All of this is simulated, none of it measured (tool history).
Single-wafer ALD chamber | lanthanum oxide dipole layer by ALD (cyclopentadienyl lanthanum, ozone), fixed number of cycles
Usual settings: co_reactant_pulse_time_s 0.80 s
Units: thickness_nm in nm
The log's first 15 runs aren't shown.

run     day  co_reactant_pulse_time_s  wafers since the last listed run  hours since the last thermocouple change  hours since the last ozone generator service  hours since the showerhead was replaced  hours since the gauge calibration  read-back reference wafer on the same gauge, thickness_nm  thickness_nm
 16  31.962                      1.00                              1670                                     130.1                                         598.7                                   5894.6                             2428.2                                                      0.433         0.487
     34.542  -- ozone generator serviced
 17  34.671                      0.66                               875                                     195.1                                           3.1                                   5959.6                             2493.2                                                      0.433         0.434
 18  36.592                      0.98                               708                                     241.2                                          49.2                                   6005.7                             2539.3                                                      0.433         0.492
 19  37.646                      0.80                               388                                     266.5                                          74.5                                   6031.0                             2564.6                                                      0.433         0.463
     38.025  -- showerhead replaced
 20  38.800                      1.08                               302                                     294.2                                         102.2                                     18.6                             2592.3                                                      0.433         0.504
 21  40.375                      1.11                               580                                     332.0                                         140.0                                     56.4                             2630.1                                                      0.433         0.506
 22  42.450                      0.48                               765                                     381.8                                         189.8                                    106.2                             2679.9                                                      0.433         0.381
     44.421  -- gauge calibrated
 23  45.271                      0.57                              1040                                     449.5                                         257.5                                    173.9                               20.4                                                      0.433         0.405
 24  47.271                      1.05                               737                                     497.5                                         305.5                                    221.9                               68.4                                                      0.433         0.497

Run 25 comes next. What will it give?
 25  48.604                      0.63                               491                                     529.5                                         337.5                                    253.9                              100.4                                                          ?             ?

{"run 25": {"read-back reference wafer on the same gauge, thickness_nm": 0.433, "thickness_nm": 0.42}}
Without the tool's hidden state the same run would have given thickness_nm 0.428 nm.
